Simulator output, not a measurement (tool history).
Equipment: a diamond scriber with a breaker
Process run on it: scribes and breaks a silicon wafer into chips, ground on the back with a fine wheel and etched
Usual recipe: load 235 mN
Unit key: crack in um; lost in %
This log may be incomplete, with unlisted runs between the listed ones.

run	hour	load	wafers since the last listed run	hours since the diamond tip was replaced	hours since the load on the tip was calibrated	incoming depth of the damage left on the back of the incoming wafer, um	crack	lost
1	0.0	221	0	751.1	1071.5	0.52	14.27	1.66
# hour 72.7: diamond tip replaced by a new one
2	75.7	221	143	3.0	1147.2	0.76	14.56	1.77
3	353.3	221	539	280.6	1424.8	0.45	14.97	1.53
4	399.2	265	89	326.5	1470.7	0.37	17.23	4.14
5	496.0	265	188	423.3	1567.5	0.36	17.33	3.79
6	679.8	290	357	607.1	1751.3	0.30	18.54	6.61
7	787.2	290	208	714.5	1858.7	0.33	19.29	6.77
8	851.2	290	124	778.5	1922.7	0.63	18.98	6.49
# hour 894.4: diamond tip replaced by a new one
9	925.7	290	140	31.3	1997.2	0.45	19.57	7.77
# hour 959.8: load on the tip recalibrated
10	1022.3	203	183	127.9	62.5	0.72	10.98	9.79
11	1076.2	186	104	181.8	116.4	0.39	10.06	14.87
12	1176.9	216	195	282.5	217.1	0.38	11.43	7.09
# hour 1247.3: load on the tip recalibrated, repeated, since the last time left the tool worse
13	1282.7	193	201	388.3	35.4	0.40	12.95	4.30
14	1510.2	178	442	615.8	262.9	0.57	11.72	6.91
15	1552.1	221	81	657.7	304.8	0.45	13.92	1.89
16	1642.1	292	174	747.7	394.8	0.71	17.34	4.65

Predict each of these 5 candidate next runs independently; none follows another, all start after run 16:
A	1642.8	285	1	748.4	395.5	0.69	?	?
B	1642.8	197	1	748.4	395.5	0.69	?	?
C	1642.8	209	1	748.4	395.5	0.69	?	?
D	1642.8	175	1	748.4	395.5	0.69	?	?
E	1642.8	204	1	748.4	395.5	0.69	?	?

run	crack	lost
A	17.55	3.94
B	13.07	3.58
C	13.73	2.51
D	11.83	7.09
E	13.46	2.90
What these runs would have given with no unlogged condition in the tool:
run	crack	lost
A	17.51	3.86
B	13.04	3.65
C	13.69	2.56
D	11.80	7.20
E	13.42	2.95
